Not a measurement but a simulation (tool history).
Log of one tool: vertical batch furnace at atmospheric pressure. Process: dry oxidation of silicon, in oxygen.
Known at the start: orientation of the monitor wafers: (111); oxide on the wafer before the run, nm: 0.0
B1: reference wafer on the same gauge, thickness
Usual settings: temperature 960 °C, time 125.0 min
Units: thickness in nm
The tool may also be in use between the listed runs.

run 1 hour=0.0 | temperature=953 time=125.0 | B1=93.23 | thickness=76.67
run 2 hour=166.5 | temperature=960 time=125.0 | B1=93.24 | thickness=81.32
run 3 hour=252.6 | temperature=960 time=125.0 | B1=93.18 | thickness=81.16
run 4 hour=313.2 | temperature=960 time=125.0 | B1=93.19 | thickness=81.51
run 5 hour=410.1 | temperature=960 time=125.0 | B1=93.20 | thickness=81.42
run 6 hour=454.0 | temperature=960 time=125.0 | B1=93.18 | thickness=81.94
run 7 hour=519.0 | temperature=960 time=125.0 | B1=93.17 | thickness=81.94
-- hour=548.3 boat lift adjusted
run 8 hour=624.5 | temperature=960 time=125.0 | B1=93.25 | thickness=81.98
run 9 hour=683.6 | temperature=960 time=166.0 | B1=93.29 | thickness=99.13
-- hour=690.8 gauge calibrated
run 10 hour=733.2 | temperature=960 time=166.0 | B1=93.12 | thickness=99.75
-- hour=858.7 thermocouples replaced and temperature profile calibrated
run 11 hour=885.1 | temperature=960 time=107.5 | B1=93.07 | thickness=72.12
run 12 hour=985.3 | temperature=960 time=125.0 | B1=93.25 | thickness=79.80
run 13 hour=1068.8 | temperature=950 time=93.5 | B1=93.18 | thickness=60.24
run 14 hour=1123.5 | temperature=943 time=153.5 | B1=93.05 | thickness=80.20
run 15 hour=1161.9 | temperature=960 time=125.0 | B1=93.13 | thickness=79.55
run 16 hour=1216.6 | temperature=960 time=125.0 | B1=93.20 | thickness=79.51
run 17 hour=1262.4 | temperature=985 time=80.0 | B1=93.07 | thickness=71.50
run 18 hour=1313.3 | temperature=960 time=70.5 | B1=93.22 | thickness=53.97
run 19 hour=1373.4 | temperature=979 time=101.0 | B1=93.26 | thickness=80.36
run 20 hour=1457.9 | temperature=960 time=149.0 | B1=93.15 | thickness=90.08
run 21 hour=1547.0 | temperature=937 time=151.5 | B1=93.14 | thickness=75.27

Hidden state or all else? Some run-to-run changes of thickness, split into what the settings, what came in and random variation would give without the hidden state, and what is left for the hidden state (with any gauge scatter that isn't in both results):
The hidden state here: true tube temperature minus thermocouple reading, K; monitor wafer colder than the profiled boat position, K; gauge reads high (%).
Run 8 -> 9: time 125.0 -> 166.0. thickness +17.15 nm: hidden state +0.56, all else +16.59.
Run 10 -> 11: time 166.0 -> 107.5, thermocouples replaced and temperature profile calibrated. thickness -27.63 nm: hidden state -3.11, all else -24.52.
Run 18 -> 19: temperature 960 -> 979, time 70.5 -> 101.0. thickness +26.39 nm: hidden state +0.08, all else +26.31.
